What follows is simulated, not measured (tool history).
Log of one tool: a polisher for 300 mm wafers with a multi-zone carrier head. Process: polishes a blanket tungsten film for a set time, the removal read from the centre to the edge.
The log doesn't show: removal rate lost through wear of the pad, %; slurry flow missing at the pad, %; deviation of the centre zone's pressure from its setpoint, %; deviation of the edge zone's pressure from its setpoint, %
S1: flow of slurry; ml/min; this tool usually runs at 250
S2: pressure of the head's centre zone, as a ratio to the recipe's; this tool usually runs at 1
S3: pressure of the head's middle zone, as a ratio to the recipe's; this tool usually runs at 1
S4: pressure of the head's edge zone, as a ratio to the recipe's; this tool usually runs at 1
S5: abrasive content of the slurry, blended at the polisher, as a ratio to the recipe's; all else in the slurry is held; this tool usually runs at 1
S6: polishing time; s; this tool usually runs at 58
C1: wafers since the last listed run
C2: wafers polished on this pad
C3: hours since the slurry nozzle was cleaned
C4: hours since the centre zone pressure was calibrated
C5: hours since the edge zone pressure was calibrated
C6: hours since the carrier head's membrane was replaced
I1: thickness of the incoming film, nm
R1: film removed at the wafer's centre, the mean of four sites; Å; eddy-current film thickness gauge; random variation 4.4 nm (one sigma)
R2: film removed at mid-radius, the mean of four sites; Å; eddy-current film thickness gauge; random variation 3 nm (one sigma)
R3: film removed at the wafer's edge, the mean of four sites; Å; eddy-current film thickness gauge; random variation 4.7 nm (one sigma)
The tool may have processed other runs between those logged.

{"run": 1, "day": 0.0, "S1": 310, "S2": 1, "S3": 1, "S4": 1, "S5": 1, "S6": 58, "C1": 0, "C2": 445, "C3": 840.7, "C4": 1452.7, "C5": 246.8, "C6": 407.3, "I1": 1132.7, "R1": 3731, "R2": 3784, "R3": 3672}
{"run": 2, "day": 0.7, "S1": 310, "S2": 1, "S3": 1, "S4": 1, "S5": 1, "S6": 58, "C1": 211, "C2": 656, "C3": 857.5, "C4": 1469.5, "C5": 263.6, "C6": 424.1, "I1": 1145.6, "R1": 3704, "R2": 3721, "R3": 3554}
{"run": 3, "day": 2.162, "S1": 310, "S2": 1, "S3": 1, "S4": 1, "S5": 1, "S6": 58, "C1": 442, "C2": 1099, "C3": 892.6, "C4": 1504.6, "C5": 298.7, "C6": 459.2, "I1": 1151.1, "R1": 3808, "R2": 3707, "R3": 3665}
{"day": 3.129, "done": "slurry nozzle cleaned"}
{"run": 4, "day": 3.183, "S1": 250, "S2": 1, "S3": 1, "S4": 1, "S5": 1, "S6": 53, "C1": 296, "C2": 1395, "C3": 1.3, "C4": 1529.1, "C5": 323.2, "C6": 483.7, "I1": 1133.1, "R1": 3279, "R2": 3373, "R3": 3221}
{"day": 3.679, "done": "worn pad replaced by a new one"}
{"run": 5, "day": 3.771, "S1": 250, "S2": 1, "S3": 1, "S4": 1, "S5": 1, "S6": 58, "C1": 127, "C2": 27, "C3": 15.4, "C4": 1543.2, "C5": 337.3, "C6": 497.8, "I1": 1119.6, "R1": 3605, "R2": 3688, "R3": 3514}
{"day": 4.35, "done": "carrier head's membrane replaced by a new one"}
{"run": 6, "day": 4.371, "S1": 250, "S2": 1.06, "S3": 1, "S4": 1, "S5": 1, "S6": 58, "C1": 118, "C2": 146, "C3": 29.8, "C4": 1557.6, "C5": 351.7, "C6": 0.5, "I1": 1137.8, "R1": 3806, "R2": 3677, "R3": 3601}
{"day": 5.075, "done": "centre zone pressure recalibrated"}
{"run": 7, "day": 5.75, "S1": 250, "S2": 1.06, "S3": 1, "S4": 1, "S5": 1, "S6": 58, "C1": 392, "C2": 538, "C3": 62.9, "C4": 16.2, "C5": 384.8, "C6": 33.6, "I1": 1141.8, "R1": 3827, "R2": 3658, "R3": 3610}
{"day": 6.529, "done": "edge zone pressure recalibrated"}
{"run": 8, "day": 6.962, "S1": 250, "S2": 1, "S3": 1, "S4": 1, "S5": 1, "S6": 58, "C1": 341, "C2": 880, "C3": 92, "C4": 45.3, "C5": 10.4, "C6": 62.7, "I1": 1143.8, "R1": 3685, "R2": 3660, "R3": 3527}
{"run": 9, "day": 7.95, "S1": 185, "S2": 1, "S3": 1, "S4": 0.9, "S5": 1.25, "S6": 74, "C1": 298, "C2": 1178, "C3": 115.7, "C4": 69, "C5": 34.1, "C6": 86.4, "I1": 1145.5, "R1": 4559, "R2": 4705, "R3": 4537}
{"day": 8.667, "done": "worn pad replaced by a new one"}
{"run": 10, "day": 9.192, "S1": 250, "S2": 1, "S3": 1, "S4": 1, "S5": 1, "S6": 58, "C1": 325, "C2": 158, "C3": 145.5, "C4": 98.8, "C5": 63.9, "C6": 116.2, "I1": 1141.6, "R1": 3655, "R2": 3673, "R3": 3462}
{"run": 11, "day": 9.762, "S1": 250, "S2": 1, "S3": 1, "S4": 1, "S5": 1, "S6": 58, "C1": 172, "C2": 331, "C3": 159.2, "C4": 112.5, "C5": 77.6, "C6": 129.9, "I1": 1116.3, "R1": 3678, "R2": 3689, "R3": 3557}
{"run": 12, "day": 10.304, "S1": 285, "S2": 1.08, "S3": 1, "S4": 1, "S5": 1, "S6": 58, "C1": 163, "C2": 495, "C3": 172.2, "C4": 125.5, "C5": 90.6, "C6": 142.9, "I1": 1151.6, "R1": 3994, "R2": 3735, "R3": 3593}
{"run": 13, "day": 11.796, "S1": 250, "S2": 0.96, "S3": 0.95, "S4": 1, "S5": 1, "S6": 58, "C1": 451, "C2": 946, "C3": 208, "C4": 161.3, "C5": 126.4, "C6": 178.7, "I1": 1138.4, "R1": 3437, "R2": 3528, "R3": 3578}
{"run": 14, "day": 12.538, "S1": 330, "S2": 1.09, "S3": 0.92, "S4": 1, "S5": 1.3, "S6": 58, "C1": 224, "C2": 1171, "C3": 225.8, "C4": 179.1, "C5": 144.2, "C6": 196.5, "I1": 1161, "R1": 4319, "R2": 3741, "R3": 3712}
{"day": 13.658, "done": "worn pad replaced by a new one"}
{"run": 15, "day": 13.992, "S1": 330, "S2": 1, "S3": 1.03, "S4": 0.95, "S5": 1.2, "S6": 58, "C1": 389, "C2": 100, "C3": 260.7, "C4": 214, "C5": 179.1, "C6": 231.4, "I1": 1138.9, "R1": 3888, "R2": 4010, "R3": 3783}
{"run": 16, "day": 14.896, "S1": 220, "S2": 1, "S3": 1.04, "S4": 1, "S5": 1, "S6": 58, "C1": 273, "C2": 374, "C3": 282.4, "C4": 235.7, "C5": 200.8, "C6": 253.1, "I1": 1136.9, "R1": 3486, "R2": 3802, "R3": 3539}
{"run": 17, "day": 15.571, "S1": 250, "S2": 1, "S3": 1, "S4": 1, "S5": 1.15, "S6": 58, "C1": 204, "C2": 578, "C3": 298.6, "C4": 251.9, "C5": 217, "C6": 269.3, "I1": 1164.4, "R1": 3621, "R2": 3749, "R3": 3640}
{"run": 18, "day": 16.562, "S1": 220, "S2": 1, "S3": 1, "S4": 1, "S5": 1, "S6": 73, "C1": 299, "C2": 878, "C3": 322.4, "C4": 275.7, "C5": 240.8, "C6": 293.1, "I1": 1129.2, "R1": 4520, "R2": 4538, "R3": 4569}
{"run": 19, "day": 17.567, "S1": 190, "S2": 1, "S3": 1, "S4": 1, "S5": 1, "S6": 48, "C1": 303, "C2": 1182, "C3": 346.5, "C4": 299.8, "C5": 264.9, "C6": 317.2, "I1": 1141.3, "R1": 2869, "R2": 2931, "R3": 2829}
{"day": 17.875, "done": "worn pad replaced by a new one"}
{"run": 20, "day": 18.15, "S1": 250, "S2": 1, "S3": 0.88, "S4": 1, "S5": 1, "S6": 58, "C1": 126, "C2": 82, "C3": 360.5, "C4": 313.8, "C5": 278.9, "C6": 331.2, "I1": 1137.3, "R1": 3646, "R2": 3320, "R3": 3565}

Here are 5 independent what-if runs from the current tool condition. What would each one return?
{"run": "A", "day": 18.167, "S1": 250, "S2": 1, "S3": 1, "S4": 1, "S5": 1, "S6": 58, "C1": 5, "C2": 87, "C3": 360.9, "C4": 314.2, "C5": 279.3, "C6": 331.6, "I1": 1147.7, "R1": "?", "R2": "?", "R3": "?"}
{"run": "B", "day": 18.167, "S1": 280, "S2": 1.05, "S3": 1, "S4": 1, "S5": 1.1, "S6": 58, "C1": 5, "C2": 87, "C3": 360.9, "C4": 314.2, "C5": 279.3, "C6": 331.6, "I1": 1147.7, "R1": "?", "R2": "?", "R3": "?"}
{"run": "C", "day": 18.167, "S1": 300, "S2": 1, "S3": 0.91, "S4": 1, "S5": 1.1, "S6": 66, "C1": 5, "C2": 87, "C3": 360.9, "C4": 314.2, "C5": 279.3, "C6": 331.6, "I1": 1147.7, "R1": "?", "R2": "?", "R3": "?"}
{"run": "D", "day": 18.167, "S1": 340, "S2": 1, "S3": 0.94, "S4": 1, "S5": 1, "S6": 58, "C1": 5, "C2": 87, "C3": 360.9, "C4": 314.2, "C5": 279.3, "C6": 331.6, "I1": 1147.7, "R1": "?", "R2": "?", "R3": "?"}
{"run": "E", "day": 18.167, "S1": 210, "S2": 1, "S3": 1, "S4": 1, "S5": 1, "S6": 49, "C1": 5, "C2": 87, "C3": 360.9, "C4": 314.2, "C5": 279.3, "C6": 331.6, "I1": 1147.7, "R1": "?", "R2": "?", "R3": "?"}

run=A R1=3560 R2=3722 R3=3659
run=B R1=3859 R2=3835 R3=3759
run=C R1=4211 R2=4061 R3=4306
run=D R1=3683 R2=3645 R3=3749
run=E R1=2934 R2=3075 R3=3040
With the hidden condition removed and each run's random variation left untouched, the same runs would have given:
run=A R1=3560 R2=3722 R3=3659
run=B R1=3859 R2=3835 R3=3759
run=C R1=4211 R2=4061 R3=4306
run=D R1=3683 R2=3645 R3=3749
run=E R1=2934 R2=3075 R3=3040
